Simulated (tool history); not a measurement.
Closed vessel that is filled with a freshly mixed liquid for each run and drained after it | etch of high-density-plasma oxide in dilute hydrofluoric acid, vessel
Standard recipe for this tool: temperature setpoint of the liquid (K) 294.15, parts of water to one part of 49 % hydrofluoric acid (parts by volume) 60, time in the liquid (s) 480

run,hour,temperature setpoint of the liquid (K),parts of water to one part of 49 % hydrofluoric acid (parts by volume),time in the liquid (s),"read-back film thickness of the high-density-plasma oxide reference wafer, read on the same gauge (nm)",thickness taken off the high-density-plasma oxide on a monitor wafer (Å)
1,0,294.15,50,480,140,465.7
2,84.1,294.15,50,480,139.97,468.9
3,142.5,294.15,50,480,140.02,470.8
4,239.8,294.15,80,480,139.99,282.5
5,331.9,294.15,80,480,140,283
6,398.4,294.15,60,480,139.99,389.9
7,471.3,294.15,60,480,140.03,392.1
8,570.6,294.15,60,480,139.99,394
9,637.8,294.15,65,480,140,360.4
10,942.1,294.15,65,480,140.01,358.6
11,982.7,294.15,65,480,140.01,360.1
# hour 1017.7: hydrofluoric acid flow meter replaced
12,1055.1,294.15,60,480,140.01,374.5
13,1108.4,294.15,60,585,140.03,460.7
14,1204.2,294.15,60,585,140.03,459.8
15,1241.5,294.15,60,595,140.01,467.6
16,1279.8,291.65,60,655,140,459.8
17,1340.7,291.15,60,375,139.99,260.5
18,1396.1,294.15,65,480,139.98,347.4
19,1494.5,294.15,65,480,139.99,346.3
# hour 1537: gauge calibrated
20,1556.3,292.15,60,480,140.03,352.5
21,1663.4,292.15,85,480,140.02,241.2
22,1732,294.15,60,200,139.98,158.8
23,1770.6,297.15,60,480,139.99,433.4
# hour 1797: thermometer replaced
24,1847.8,294.15,40,660,139.96,809.2
25,1935.7,298.15,60,665,139.99,626.2
26,2239.2,295.65,60,200,139.98,172.1
27,2337.1,294.15,40,480,140,593.4
28,2409.4,294.15,70,480,140.01,328.3
29,2461.8,294.15,60,480,140.04,386

Measured result minus the same run's result without the hidden state. Both carry the same run-to-run variation, though not necessarily the same gauge scatter:
Unlogged tool condition in this case: liquid hotter than its thermometer reads (K); hydrofluoric acid flow above the setpoint (%); gauge reads high (%).
run,thickness taken off the high-density-plasma oxide on a monitor wafer (Å)
1,+12.2
2,+13.1
3,+13.7
4,+9
5,+9.5
6,+13.3
7,+14
8,+14.7
9,+14.1
10,+16.1
11,+16.3
12,+1.5
13,+2.3
14,+3.2
15,+3.6
16,+3.9
17,+2.5
18,+3.8
19,+4.4
20,+4.9
21,+4
22,+2.7
23,+7.9
24,+15.7
25,+13.5
26,+4.8
27,+17
28,+10.1
29,+12.2
